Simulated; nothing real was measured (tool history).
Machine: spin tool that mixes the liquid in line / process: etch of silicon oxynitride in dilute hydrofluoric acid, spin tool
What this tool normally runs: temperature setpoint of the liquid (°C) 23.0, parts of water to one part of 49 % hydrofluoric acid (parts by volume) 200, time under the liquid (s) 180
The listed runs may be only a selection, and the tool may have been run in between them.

run    hour  temperature setpoint of the liquid (°C)  parts of water to one part of 49 % hydrofluoric acid (parts by volume)  time under the liquid (s)  read-back film thickness of the silicon oxynitride reference wafer, read on the same gauge (nm)  thickness taken off the silicon oxynitride on a monitor wafer (angstrom)
  1     0.0                                     23.0                                                                     200                        180                                                                                          120.012                                                                     39.45
  2    49.6                                     23.0                                                                     135                        180                                                                                          119.983                                                                     61.11
  3    96.7                                     23.0                                                                     135                        180                                                                                          119.998                                                                     62.72
  4   135.1                                     21.5                                                                     200                        135                                                                                          120.021                                                                     27.51
  5   169.0                                     21.5                                                                     200                        135                                                                                          120.028                                                                     27.57
  6   230.5                                     23.0                                                                     200                        210                                                                                          119.988                                                                     45.32
  7   289.1                                     23.0                                                                     200                        210                                                                                          120.010                                                                     46.13
  8   335.6                                     24.5                                                                     200                        180                                                                                          120.004                                                                     42.28
  9   551.6                                     24.5                                                                     200                        180                                                                                          119.984                                                                     42.45
 10   588.2                                     23.0                                                                     200                        180                                                                                          119.988                                                                     39.85
 11   616.0                                     23.0                                                                     200                        180                                                                                          119.991                                                                     39.58
 12   682.1                                     19.5                                                                     200                        130                                                                                          120.003                                                                     24.27
      722.7  -- hydrofluoric acid flow meter replaced
 13   731.2                                     23.0                                                                     200                        180                                                                                          119.975                                                                     38.20
      749.7  -- thermometer replaced
 14   758.0                                     18.5                                                                     110                        180                                                                                          120.015                                                                     60.21
 15   796.6                                     23.0                                                                     200                        180                                                                                          119.959                                                                     38.26
 16   824.5                                     23.0                                                                     200                        180                                                                                          119.996                                                                     37.55
 17   856.4                                     26.5                                                                     290                         85                                                                                          120.015                                                                     13.59
 18   890.4                                     26.0                                                                     250                        235                                                                                          120.008                                                                     43.33
 19   950.9                                     23.0                                                                     200                        180                                                                                          120.007                                                                     38.57
      980.5  -- gauge calibrated
 20   990.6                                     23.0                                                                     200                        180                                                                                          120.049                                                                     37.88
 21  1025.1                                     21.5                                                                     275                        180                                                                                          119.956                                                                     24.76
 22  1091.9                                     19.0                                                                     155                        210                                                                                          119.993                                                                     50.98
 23  1130.4                                     23.0                                                                     200                        275                                                                                          119.982                                                                     59.75
 24  1170.2                                     23.0                                                                     200                        180                                                                                          120.028                                                                     38.71
 25  1291.8                                     26.0                                                                     150                        100                                                                                          119.982                                                                     34.06
 26  1319.7                                     19.5                                                                     120                        145                                                                                          120.010                                                                     47.12
 27  1379.0                                     23.0                                                                     200                        180                                                                                          119.994                                                                     38.59
 28  1430.5                                     26.0                                                                     285                         80                                                                                          120.023                                                                     12.81
 29  1512.9                                     27.0                                                                     250                        180                                                                                          119.981                                                                     35.83
 30  1544.5                                     21.0                                                                     200                        150                                                                                          120.014                                                                     29.53
 31  1592.9                                     23.0                                                                     200                        120                                                                                          120.015                                                                     26.12
 32  1627.0                                     21.5                                                                     165                        230                                                                                          120.010                                                                     57.59
 33  1663.7                                     23.0                                                                     145                         85                                                                                          120.040                                                                     26.54

Here are 4 independent what-if runs from the current tool condition. What would each one return?
  A  1664.2                                     23.0                                                                     270                        180                                                                                                ?                                                                         ?
  B  1664.2                                     21.5                                                                     155                         75                                                                                                ?                                                                         ?
  C  1664.2                                     27.5                                                                     140                        135                                                                                                ?                                                                         ?
  D  1664.2                                     24.5                                                                     120                         85                                                                                                ?                                                                         ?

run  read-back film thickness of the silicon oxynitride reference wafer, read on the same gauge (nm)  thickness taken off the silicon oxynitride on a monitor wafer (angstrom)
  A                                                                                          120.012                                                                     27.14
  B                                                                                          120.012                                                                     19.92
  C                                                                                          120.012                                                                     52.89
  D                                                                                          120.012                                                                     34.46
Without the tool's hidden state the same runs would have given:
run  thickness taken off the silicon oxynitride on a monitor wafer (angstrom)
  A                                                                     26.52
  B                                                                     19.50
  C                                                                     51.74
  D                                                                     33.73

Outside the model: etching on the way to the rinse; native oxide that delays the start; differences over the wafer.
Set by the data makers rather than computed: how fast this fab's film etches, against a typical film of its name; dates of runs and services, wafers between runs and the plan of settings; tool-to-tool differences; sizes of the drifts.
